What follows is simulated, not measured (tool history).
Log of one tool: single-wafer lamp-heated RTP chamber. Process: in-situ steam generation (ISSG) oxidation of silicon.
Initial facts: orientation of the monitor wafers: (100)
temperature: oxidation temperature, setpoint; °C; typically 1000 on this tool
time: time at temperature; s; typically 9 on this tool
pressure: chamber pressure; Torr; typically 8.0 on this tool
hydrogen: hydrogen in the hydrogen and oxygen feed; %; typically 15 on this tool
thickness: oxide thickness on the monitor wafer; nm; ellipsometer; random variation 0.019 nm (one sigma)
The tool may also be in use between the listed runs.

run	hour	temperature	time	pressure	hydrogen	wafers since the last listed run	wafers since the last pyrometer calibration	hours since the pressure gauge was zeroed	hours since the hydrogen flow controller was replaced	hours since the gauge calibration	read-back reference wafer on the same gauge, thickness	thickness
1	0.0	1000	9	8.0	15	0	3869	3081.0	1915.2	522.0	3.597	3.664
2	45.9	1000	9	8.0	13	602	4471	3126.9	1961.1	567.9	3.600	3.579
3	88.5	1000	9	8.0	13	559	5031	3169.5	2003.7	610.5	3.602	3.586
# hour 153.5: pyrometer window cleaned and pyrometer calibrated
4	154.0	1000	9	8.0	13	754	6	3235.0	2069.2	676.0	3.595	3.554
5	191.8	1000	9	8.0	15	496	502	3272.8	2107.0	713.8	3.601	3.645
6	226.0	1000	9	8.0	15	448	951	3307.0	2141.2	748.0	3.606	3.667
7	292.8	1000	9	8.0	15	876	1828	3373.8	2208.0	814.8	3.607	3.654
8	332.2	1000	9	8.0	15	517	2345	3413.2	2247.4	854.2	3.597	3.700
9	381.8	1000	9	7.1	15	650	2996	3462.8	2297.0	903.8	3.605	3.685
10	406.8	1000	9	8.0	15	328	3324	3487.8	2322.0	928.8	3.610	3.699
# hour 424.3: gauge calibrated
11	432.6	1000	9	8.0	15	338	3663	3513.6	2347.8	8.3	3.601	3.699
# hour 459.4: pressure gauge zeroed
12	499.8	1017	9	8.0	15	776	4440	40.4	2415.0	75.5	3.600	3.945
13	532.6	1000	9	8.0	15	430	4870	73.2	2447.8	108.3	3.603	3.698
14	603.3	1000	7	7.4	15	927	5798	143.9	2518.5	179.0	3.603	3.327
# hour 614.7: pyrometer window cleaned and pyrometer calibrated
15	645.3	1020	12	8.9	11	446	401	185.9	2560.5	221.0	3.606	4.308
16	715.8	1000	9	8.0	15	925	1326	256.4	2631.0	291.5	3.597	3.781
17	744.9	1000	9	8.0	15	381	1708	285.5	2660.1	320.6	3.603	3.790
# hour 803.2: pyrometer window cleaned and pyrometer calibrated, repeated, since the last time left the tool worse
18	803.7	1020	11	9.1	11	666	6	344.3	2718.9	379.4	3.593	3.937
# hour 832.8: hydrogen flow controller replaced
19	865.1	1000	8	8.0	15	700	707	405.7	32.3	440.8	3.599	3.453
20	913.9	1000	9	9.4	15	640	1347	454.5	81.1	489.6	3.602	3.653
21	963.4	1000	9	9.0	18	649	1997	504.0	130.6	539.1	3.601	3.837
22	1021.7	1000	9	8.0	15	765	2762	562.3	188.9	597.4	3.594	3.717
23	1154.1	1000	9	8.0	15	1737	4500	694.7	321.3	729.8	3.598	3.675

Consider 5 possible next runs. They are alternatives, not a sequence: every one starts from the tool as it was left by run 23. What does each give?
A	1154.5	1000	10	8.0	15	5	4505	695.1	321.7	730.2	?	?
B	1154.5	1007	9	9.4	11	5	4505	695.1	321.7	730.2	?	?
C	1154.5	983	9	7.5	15	5	4505	695.1	321.7	730.2	?	?
D	1154.5	981	9	6.9	11	5	4505	695.1	321.7	730.2	?	?
E	1154.5	1019	9	7.0	15	5	4505	695.1	321.7	730.2	?	?

run	read-back reference wafer on the same gauge, thickness	thickness
A	3.591	3.882
B	3.591	3.499
C	3.591	3.518
D	3.591	3.220
E	3.591	3.929
Had the tool no hidden state, the same runs would have come out as:
run	thickness
A	3.824
B	3.447
C	3.475
D	3.181
E	3.865
